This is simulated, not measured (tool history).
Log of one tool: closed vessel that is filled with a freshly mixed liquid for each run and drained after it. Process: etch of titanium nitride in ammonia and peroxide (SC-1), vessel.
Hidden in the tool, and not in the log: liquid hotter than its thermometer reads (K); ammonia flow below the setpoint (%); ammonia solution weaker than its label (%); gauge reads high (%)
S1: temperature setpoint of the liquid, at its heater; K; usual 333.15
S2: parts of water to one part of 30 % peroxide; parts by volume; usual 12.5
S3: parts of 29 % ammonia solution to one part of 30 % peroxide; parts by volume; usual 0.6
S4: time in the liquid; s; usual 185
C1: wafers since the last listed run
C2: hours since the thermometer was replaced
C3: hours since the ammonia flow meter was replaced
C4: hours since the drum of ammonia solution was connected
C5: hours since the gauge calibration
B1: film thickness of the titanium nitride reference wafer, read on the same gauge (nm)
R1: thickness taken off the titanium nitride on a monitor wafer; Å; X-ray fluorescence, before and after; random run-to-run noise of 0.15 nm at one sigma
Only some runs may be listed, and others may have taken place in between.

| run | hour | S1 | S2 | S3 | S4 | C1 | C2 | C3 | C4 | C5 | B1 | R1 |
|---|---|---|---|---|---|---|---|---|---|---|---|---|
| 1 | 0 | 333.15 | 12.5 | 0.6 | 185 | 0 | 874.6 | 237.3 | 459.1 | 85.5 | 150 | 156.8 |
| 2 | 13.9 | 333.15 | 12.5 | 0.6 | 185 | 1695 | 888.5 | 251.2 | 473 | 99.4 | 150.01 | 158.4 |
| 3 | 45.7 | 333.15 | 12.5 | 0.6 | 235 | 3879 | 920.3 | 283 | 504.8 | 131.2 | 150 | 198.4 |
| 4 | 65.8 | 333.15 | 12.5 | 0.6 | 260 | 2452 | 940.4 | 303.1 | 524.9 | 151.3 | 150 | 218.6 |
|  | 77.3 | thermometer replaced |
| 5 | 91.6 | 333.15 | 12.5 | 0.6 | 260 | 3025 | 14.3 | 328.9 | 550.7 | 177.1 | 150 | 218.2 |
| 6 | 119 | 333.15 | 12.5 | 0.6 | 260 | 3342 | 41.7 | 356.3 | 578.1 | 204.5 | 150.01 | 223.2 |
| 7 | 141.7 | 333.15 | 12.5 | 0.8 | 185 | 2769 | 64.4 | 379 | 600.8 | 227.2 | 149.98 | 163.4 |
| 8 | 174.6 | 333.15 | 12.5 | 0.6 | 185 | 4013 | 97.3 | 411.9 | 633.7 | 260.1 | 150.01 | 156.8 |
| 9 | 205.7 | 336.15 | 12.5 | 0.45 | 270 | 3794 | 128.4 | 443 | 664.8 | 291.2 | 150 | 265.8 |
| 10 | 224.6 | 333.15 | 12.5 | 0.6 | 185 | 2305 | 147.3 | 461.9 | 683.7 | 310.1 | 150.01 | 155.6 |
| 11 | 247.1 | 324.65 | 7 | 0.6 | 105 | 2744 | 169.8 | 484.4 | 706.2 | 332.6 | 150.02 | 67 |
| 12 | 271.5 | 324.15 | 10 | 0.45 | 275 | 2976 | 194.2 | 508.8 | 730.6 | 357 | 150.02 | 135.2 |
| 13 | 302.8 | 333.15 | 12.5 | 0.6 | 185 | 3818 | 225.5 | 540.1 | 761.9 | 388.3 | 150 | 154.8 |
| 14 | 338.1 | 340.65 | 14.5 | 0.6 | 185 | 4306 | 260.8 | 575.4 | 797.2 | 423.6 | 150.02 | 232.6 |
| 15 | 356.5 | 324.15 | 15 | 0.45 | 250 | 2244 | 279.2 | 593.8 | 815.6 | 442 | 150 | 99.5 |
|  | 380.7 | new drum of ammonia solution connected |
| 16 | 382.8 | 327.15 | 12.5 | 0.45 | 220 | 3086 | 305.5 | 620.1 | 2.1 | 468.3 | 150 | 117.5 |

What will run 17 give?
|  | 395.3 | ammonia flow meter replaced |
| 17 | 405.1 | 333.15 | 14.5 | 0.6 | 185 | 2598 | 327.8 | 9.8 | 24.4 | 490.6 | ? | ? |

Run 17 gave B1 150, R1 143.5 Å.
Minus the tool's unlogged condition, the same run would have read R1 143.5 Å.
